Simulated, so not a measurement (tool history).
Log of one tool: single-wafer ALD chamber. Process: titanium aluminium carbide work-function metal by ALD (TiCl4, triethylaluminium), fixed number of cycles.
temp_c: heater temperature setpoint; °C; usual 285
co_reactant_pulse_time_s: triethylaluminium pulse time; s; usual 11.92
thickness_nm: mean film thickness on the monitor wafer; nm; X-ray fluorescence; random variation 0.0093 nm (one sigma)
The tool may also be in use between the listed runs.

| run | hour | temp_c | co_reactant_pulse_time_s | wafers since the last listed run | hours since the last thermocouple change | hours since the last triethylaluminium bottle change | hours since the showerhead was replaced | hours since the gauge calibration | read-back reference wafer on the same gauge, thickness_nm | thickness_nm |
|---|---|---|---|---|---|---|---|---|---|---|
| 1 | 0 | 285 | 11.92 | 0 | 0.5 | 454 | 4862.6 | 824.5 | 1.749 | 1.707 |
| 2 | 119.2 | 285 | 11.92 | 1605 | 119.7 | 573.2 | 4981.8 | 943.7 | 1.749 | 1.689 |
| 3 | 175.8 | 285 | 11.92 | 762 | 176.3 | 629.8 | 5038.4 | 1000.3 | 1.748 | 1.692 |
| 4 | 215.1 | 285 | 11.92 | 529 | 215.6 | 669.1 | 5077.7 | 1039.6 | 1.749 | 1.681 |
| 5 | 286.2 | 293 | 11.92 | 957 | 286.7 | 740.2 | 5148.8 | 1110.7 | 1.75 | 1.745 |
| 6 | 327.4 | 280 | 11.92 | 555 | 327.9 | 781.4 | 5190 | 1151.9 | 1.75 | 1.644 |
| 7 | 376.5 | 280 | 11.92 | 661 | 377 | 830.5 | 5239.1 | 1201 | 1.751 | 1.647 |
| 8 | 438.7 | 280 | 11.92 | 837 | 439.2 | 892.7 | 5301.3 | 1263.2 | 1.749 | 1.645 |
|  | 450.4 | showerhead replaced |
|  | 459.7 | gauge calibrated |
| 9 | 487.5 | 285 | 11.92 | 549 | 488 | 941.5 | 37.1 | 27.8 | 1.751 | 1.658 |
| 10 | 522.2 | 285 | 11.92 | 467 | 522.7 | 976.2 | 71.8 | 62.5 | 1.75 | 1.644 |
| 11 | 623.2 | 285 | 11.92 | 1360 | 623.7 | 1077.2 | 172.8 | 163.5 | 1.75 | 1.661 |
| 12 | 675.6 | 285 | 11.92 | 705 | 676.1 | 1129.6 | 225.2 | 215.9 | 1.749 | 1.663 |
| 13 | 708.8 | 285 | 15.63 | 447 | 709.3 | 1162.8 | 258.4 | 249.1 | 1.751 | 1.7 |
| 14 | 769.3 | 285 | 11.92 | 815 | 769.8 | 1223.3 | 318.9 | 309.6 | 1.746 | 1.643 |
| 15 | 816.5 | 285 | 11.92 | 635 | 817 | 1270.5 | 366.1 | 356.8 | 1.751 | 1.656 |
| 16 | 882.5 | 285 | 11.92 | 889 | 883 | 1336.5 | 432.1 | 422.8 | 1.75 | 1.629 |
| 17 | 920.9 | 272 | 8.3 | 517 | 921.4 | 1374.9 | 470.5 | 461.2 | 1.748 | 1.356 |
|  | 940.7 | thermocouple changed; heater temperature recalibrated |
| 18 | 946.9 | 285 | 11.92 | 242 | 6.2 | 1400.9 | 496.5 | 487.2 | 1.751 | 1.625 |
| 19 | 1008.2 | 280 | 8.09 | 825 | 67.5 | 1462.2 | 557.8 | 548.5 | 1.751 | 1.383 |
| 20 | 1039.9 | 285 | 11.92 | 427 | 99.2 | 1493.9 | 589.5 | 580.2 | 1.751 | 1.613 |
| 21 | 1071.2 | 290 | 15.97 | 421 | 130.5 | 1525.2 | 620.8 | 611.5 | 1.749 | 1.739 |
| 22 | 1105.6 | 285 | 11.92 | 463 | 164.9 | 1559.6 | 655.2 | 645.9 | 1.748 | 1.582 |
| 23 | 1139.5 | 298 | 15.56 | 456 | 198.8 | 1593.5 | 689.1 | 679.8 | 1.75 | 1.794 |
|  | 1157.7 | triethylaluminium bottle replaced |
| 24 | 1183.7 | 272 | 14.64 | 487 | 243 | 26 | 733.3 | 724 | 1.749 | 1.632 |
| 25 | 1230 | 273 | 14.88 | 623 | 289.3 | 72.3 | 779.6 | 770.3 | 1.753 | 1.643 |
| 26 | 1298.4 | 285 | 11.92 | 921 | 357.7 | 140.7 | 848 | 838.7 | 1.75 | 1.694 |
| 27 | 1365.6 | 289 | 8.49 | 905 | 424.9 | 207.9 | 915.2 | 905.9 | 1.751 | 1.608 |
| 28 | 1436 | 285 | 14.73 | 948 | 495.3 | 278.3 | 985.6 | 976.3 | 1.749 | 1.734 |
| 29 | 1495.1 | 272 | 15.12 | 796 | 554.4 | 337.4 | 1044.7 | 1035.4 | 1.75 | 1.638 |
| 30 | 1526.8 | 285 | 11.92 | 427 | 586.1 | 369.1 | 1076.4 | 1067.1 | 1.749 | 1.686 |
| 31 | 1596.3 | 285 | 7.3 | 936 | 655.6 | 438.6 | 1145.9 | 1136.6 | 1.75 | 1.466 |
| 32 | 1632 | 285 | 11.92 | 480 | 691.3 | 474.3 | 1181.6 | 1172.3 | 1.752 | 1.679 |
| 33 | 1693.9 | 296 | 9.2 | 833 | 753.2 | 536.2 | 1243.5 | 1234.2 | 1.752 | 1.663 |

What the log doesn't show, run by run:
wafer temperature above the value expected at the setpoint (K): 0 in every run
gauge reads high (%): 0 in every run
H1: triethylaluminium dose above that of a fresh bottle (%)
| run | H1 |
|---|---|
| 1 | -13.4 |
| 2 | -15.9 |
| 3 | -17 |
| 4 | -17.8 |
| 5 | -19.3 |
| 6 | -20.1 |
| 7 | -21.2 |
| 8 | -22.4 |
| 9 | -23.4 |
| 10 | -24.2 |
| 11 | -26.2 |
| 12 | -27.3 |
| 13 | -28 |
| 14 | -29.3 |
| 15 | -30.2 |
| 16 | -31.6 |
| 17 | -32.4 |
| 18 | -32.9 |
| 19 | -34.2 |
| 20 | -34.8 |
| 21 | -35.5 |
| 22 | -36.2 |
| 23 | -36.9 |
| 24 | -9.49 |
| 25 | -10.4 |
| 26 | -11.9 |
| 27 | -13.2 |
| 28 | -14.7 |
| 29 | -15.9 |
| 30 | -16.6 |
| 31 | -18 |
| 32 | -18.7 |
| 33 | -20 |
